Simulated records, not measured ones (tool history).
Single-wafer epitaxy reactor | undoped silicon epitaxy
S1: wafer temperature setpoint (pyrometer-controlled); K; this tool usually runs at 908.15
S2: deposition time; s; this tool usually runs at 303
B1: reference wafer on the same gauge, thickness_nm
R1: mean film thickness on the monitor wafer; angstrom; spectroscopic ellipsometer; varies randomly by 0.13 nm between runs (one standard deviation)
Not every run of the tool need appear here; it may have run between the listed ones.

Run 1, hour 0.0: usual settings but S2 259 s; B1 39.980. Result: R1 316.22 angstrom.
At hour 72.5: gauge calibrated.
Run 2, hour 88.8: usual settings; B1 39.996. Result: R1 366.46 angstrom.
Run 3, hour 189.5: usual settings; B1 40.027. Result: R1 366.88 angstrom.
Run 4, hour 250.7: usual settings but S1 904.15 K; B1 40.011. Result: R1 336.61 angstrom.
Run 5, hour 353.6: usual settings; B1 40.027. Result: R1 362.90 angstrom.
Run 6, hour 457.9: usual settings but S2 326 s; B1 40.022. Result: R1 392.46 angstrom.
At hour 479.4: pyrometer calibrated.
Run 7, hour 513.2: usual settings but S2 326 s; B1 40.001. Result: R1 405.96 angstrom.
Run 8, hour 564.2: usual settings but S2 326 s; B1 39.992. Result: R1 406.38 angstrom.
Run 9, hour 607.8: usual settings; B1 40.024. Result: R1 375.97 angstrom.
At hour 652.9: gauge calibrated.
Run 10, hour 677.3: usual settings but S1 894.15 K, S2 342 s; B1 39.992. Result: R1 315.58 angstrom.
Run 11, hour 751.7: usual settings; B1 39.971. Result: R1 374.12 angstrom.
Run 12, hour 797.3: usual settings but S1 913.15 K, S2 247 s; B1 39.989. Result: R1 336.48 angstrom.
Run 13, hour 861.6: usual settings but S1 922.15 K; B1 39.994. Result: R1 493.05 angstrom.
Run 14, hour 950.4: usual settings but S1 914.15 K, S2 275 s; B1 40.006. Result: R1 379.63 angstrom.
Run 15, hour 993.9: usual settings but S1 894.15 K, S2 277 s; B1 40.018. Result: R1 255.18 angstrom.
Run 16, hour 1072.4: usual settings; B1 40.011. Result: R1 369.90 angstrom.
Run 17, hour 1147.6: usual settings but S1 898.15 K, S2 258 s; B1 39.961. Result: R1 255.91 angstrom.
Run 18, hour 1192.9: usual settings; B1 39.961. Result: R1 370.38 angstrom.

Consider 5 possible next runs. They are alternatives, not a sequence: every one starts from the tool as it was left by run 18. What does each give?
Run A, hour 1193.4: usual settings; B1 ?. Result: R1 ?.
Run B, hour 1193.4: usual settings but S2 330 s; B1 ?. Result: R1 ?.
Run C, hour 1193.4: usual settings but S1 914.15 K; B1 ?. Result: R1 ?.
Run D, hour 1193.4: usual settings but S1 919.15 K, S2 243 s; B1 ?. Result: R1 ?.
Run E, hour 1193.4: usual settings but S1 895.15 K, S2 253 s; B1 ?. Result: R1 ?.

run      B1      R1
  A  40.013  371.48
  B  40.013  404.58
  C  40.013  419.68
  D  40.013  372.18
  E  40.013  236.93
With the hidden condition removed and each run's random variation left untouched, the same runs would have given:
run      R1
  A  379.57
  B  413.40
  C  428.71
  D  380.11
  E  242.23
